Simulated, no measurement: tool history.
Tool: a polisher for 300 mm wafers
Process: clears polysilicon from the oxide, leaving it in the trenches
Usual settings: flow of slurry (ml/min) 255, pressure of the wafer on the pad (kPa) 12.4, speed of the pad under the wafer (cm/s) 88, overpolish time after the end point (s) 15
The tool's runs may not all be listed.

| run | hour | flow of slurry (ml/min) | pressure of the wafer on the pad (kPa) | speed of the pad under the wafer (cm/s) | overpolish time after the end point (s) | incoming thickness of the incoming film, nm | time until the end point was called (s) | dishing of a wide line in a test structure (nm) |
|---|---|---|---|---|---|---|---|---|
| 1 | 0 | 195 | 12.4 | 88 | 15 | 546.3 | 60.9 | 43.8 |
| 2 | 61.9 | 195 | 12.4 | 88 | 15 | 551.2 | 62.3 | 44.6 |
| 3 | 102.2 | 255 | 12.4 | 88 | 15 | 551.2 | 60.8 | 45 |
|  | 137.2 | head pressure recalibrated |
| 4 | 154.6 | 255 | 12.4 | 88 | 15 | 549.2 | 59.7 | 44.5 |
| 5 | 197.7 | 255 | 12.4 | 88 | 15 | 544 | 61.6 | 44.8 |
| 6 | 236.7 | 255 | 12.4 | 88 | 15 | 557.5 | 61.9 | 44.9 |
| 7 | 294.8 | 255 | 12.4 | 88 | 15 | 552.8 | 61.5 | 45.2 |
| 8 | 354.7 | 255 | 10.3 | 88 | 15 | 554.2 | 74.7 | 43.4 |
| 9 | 413.8 | 255 | 10.3 | 88 | 15 | 559.9 | 74.7 | 41.9 |
|  | 432.2 | worn pad replaced by a new one |
|  | 444.1 | slurry nozzle cleaned |
| 10 | 466.1 | 255 | 13.8 | 88 | 15 | 555.4 | 53.2 | 46.4 |
| 11 | 511.1 | 285 | 12.4 | 88 | 11 | 554.6 | 57 | 40.6 |
| 12 | 670.2 | 220 | 12.4 | 88 | 20 | 540.3 | 60 | 47 |
| 13 | 710 | 255 | 9 | 64 | 7 | 539 | 111.8 | 23.6 |
| 14 | 746.3 | 255 | 12.4 | 88 | 15 | 554.9 | 61 | 44.5 |
| 15 | 795.9 | 255 | 12.4 | 88 | 15 | 553.8 | 59.5 | 42.9 |
| 16 | 841.2 | 330 | 16.5 | 64 | 23 | 547.7 | 61.4 | 48 |
| 17 | 884.4 | 255 | 12.4 | 88 | 15 | 555.5 | 61.2 | 45.4 |
|  | 924.6 | slurry nozzle cleaned |
|  | 960.7 | worn pad replaced by a new one |
| 18 | 969.8 | 255 | 12.4 | 88 | 12 | 550.4 | 58.1 | 41.6 |
| 19 | 1029.7 | 310 | 14.5 | 78 | 11 | 552.3 | 57.8 | 42.2 |
| 20 | 1065.3 | 200 | 15.9 | 88 | 17 | 551.2 | 47.8 | 46.7 |
| 21 | 1099.5 | 255 | 12.4 | 88 | 15 | 541.5 | 58.4 | 44.9 |
| 22 | 1163.2 | 230 | 9.7 | 88 | 15 | 552.2 | 76.9 | 41.4 |
| 23 | 1229.9 | 255 | 12.4 | 88 | 8 | 555.1 | 59.8 | 36.2 |
| 24 | 1267.5 | 210 | 9 | 78 | 18 | 550.1 | 96.4 | 40.8 |
| 25 | 1298.1 | 185 | 14.5 | 88 | 15 | 554.5 | 54.9 | 47.4 |
| 26 | 1337.9 | 230 | 15.9 | 88 | 13 | 553.4 | 49.2 | 46 |
| 27 | 1407.8 | 300 | 12.4 | 88 | 15 | 549.8 | 61.4 | 43.7 |
| 28 | 1441.2 | 330 | 9.7 | 66 | 10 | 554.2 | 102.7 | 30.9 |
|  | 1480.6 | slurry nozzle cleaned |
| 29 | 1485.3 | 255 | 12.4 | 88 | 15 | 554.4 | 62.2 | 45.4 |
| 30 | 1516.2 | 255 | 12.4 | 88 | 15 | 543.9 | 61.3 | 44.4 |
|  | 1519 | head pressure recalibrated |
| 31 | 1555.4 | 255 | 12.4 | 88 | 15 | 543.5 | 61.3 | 45.1 |
|  | 1569.6 | worn pad replaced by a new one |
| 32 | 1584.9 | 255 | 12.4 | 68 | 20 | 555.3 | 75 | 45.6 |
| 33 | 1647.3 | 255 | 12.4 | 88 | 15 | 550.6 | 58.8 | 45.8 |

The tool's hidden state at each run:
slurry flow missing at the pad, %: 0 in every run
deviation of the head's pressure from its setpoint, %: 0 in every run
H1: removal rate lost through wear of the pad, %
| run | H1 |
|---|---|
| 1 | 2.24 |
| 2 | 2.87 |
| 3 | 3.27 |
| 4 | 3.81 |
| 5 | 4.24 |
| 6 | 4.64 |
| 7 | 5.22 |
| 8 | 5.83 |
| 9 | 6.43 |
| 10 | 0.558 |
| 11 | 1.01 |
| 12 | 2.62 |
| 13 | 3.03 |
| 14 | 3.39 |
| 15 | 3.9 |
| 16 | 4.35 |
| 17 | 4.79 |
| 18 | 0.729 |
| 19 | 1.34 |
| 20 | 1.7 |
| 21 | 2.04 |
| 22 | 2.69 |
| 23 | 3.36 |
| 24 | 3.74 |
| 25 | 4.05 |
| 26 | 4.46 |
| 27 | 5.16 |
| 28 | 5.5 |
| 29 | 5.95 |
| 30 | 6.26 |
| 31 | 6.66 |
| 32 | 0.172 |
| 33 | 0.803 |

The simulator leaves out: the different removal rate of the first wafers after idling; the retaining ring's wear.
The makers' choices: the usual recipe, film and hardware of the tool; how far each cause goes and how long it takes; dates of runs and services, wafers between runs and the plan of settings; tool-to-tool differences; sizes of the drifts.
